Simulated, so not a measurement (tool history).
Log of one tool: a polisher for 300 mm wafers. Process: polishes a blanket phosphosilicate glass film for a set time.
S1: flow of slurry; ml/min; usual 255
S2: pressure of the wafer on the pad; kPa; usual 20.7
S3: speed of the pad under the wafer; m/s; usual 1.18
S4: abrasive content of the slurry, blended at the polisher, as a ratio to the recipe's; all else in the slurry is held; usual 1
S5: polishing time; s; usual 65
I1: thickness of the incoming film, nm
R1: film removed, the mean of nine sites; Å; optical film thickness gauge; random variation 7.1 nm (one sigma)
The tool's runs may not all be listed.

| run | hour | S1 | S2 | S3 | S4 | S5 | I1 | R1 |
|---|---|---|---|---|---|---|---|---|
| 1 | 0 | 255 | 20.7 | 1.18 | 1 | 65 | 4492.2 | 6723 |
|  | 8.5 | worn pad replaced by a new one |
| 2 | 15.9 | 255 | 20.7 | 1.18 | 1 | 65 | 4555.3 | 6579 |
| 3 | 31.6 | 255 | 20.7 | 1.18 | 1 | 65 | 4579.3 | 6471 |
| 4 | 45.7 | 255 | 20.7 | 1.18 | 1 | 65 | 4498.7 | 6476 |
| 5 | 58.4 | 255 | 20.7 | 1.18 | 0.9 | 65 | 4479.5 | 6215 |
|  | 72.7 | slurry blender recalibrated |
| 6 | 74.1 | 255 | 20.7 | 1.18 | 0.9 | 65 | 4486.3 | 6179 |
| 7 | 81.6 | 255 | 20.7 | 0.86 | 1 | 65 | 4536 | 5220 |
| 8 | 91.3 | 255 | 20.7 | 0.86 | 1 | 65 | 4439.7 | 5183 |
|  | 98.5 | conditioning disc replaced and pad reconditioned |
| 9 | 101.6 | 255 | 20.7 | 1.18 | 1 | 65 | 4528.8 | 6320 |
| 10 | 116.8 | 255 | 14.5 | 1.18 | 1 | 65 | 4520.7 | 4660 |
|  | 134.2 | worn pad replaced by a new one |
| 11 | 134.7 | 255 | 20.7 | 1.18 | 1 | 82 | 4454.7 | 7878 |
|  | 146.8 | head pressure recalibrated |
| 12 | 149 | 255 | 23.4 | 1.42 | 0.8 | 49 | 4492.6 | 5503 |
|  | 152.6 | slurry nozzle cleaned |
| 13 | 158.7 | 230 | 20.7 | 1.18 | 1 | 65 | 4443.4 | 7053 |
| 14 | 168.7 | 255 | 20.7 | 1.18 | 1 | 65 | 4538.7 | 7028 |
| 15 | 176 | 255 | 13.8 | 1.18 | 1 | 43 | 4486.4 | 3251 |
| 16 | 189.1 | 255 | 20.7 | 1.18 | 1 | 65 | 4459.7 | 6984 |
| 17 | 199 | 255 | 20.7 | 1.18 | 0.8 | 65 | 4527.9 | 6537 |

Measured less the same run without the tool's hidden state. The same run-to-run variation is in both; the gauge's scatter may not be:
The hidden state here: removal rate lost through wear of the pad, %; slurry flow missing at the pad, %; deviation of the head's pressure from its setpoint, %; abrasive missing from the slurry, %; time polished since the conditioner stopped cutting, s.
| run | R1 |
|---|---|
| 1 | -466 |
| 2 | -491 |
| 3 | -519 |
| 4 | -555 |
| 5 | -564 |
| 6 | -602 |
| 7 | -526 |
| 8 | -547 |
| 9 | -698 |
| 10 | -551 |
| 11 | -1012 |
| 12 | -755 |
| 13 | -20 |
| 14 | -27 |
| 15 | -15 |
| 16 | -44 |
| 17 | -50 |
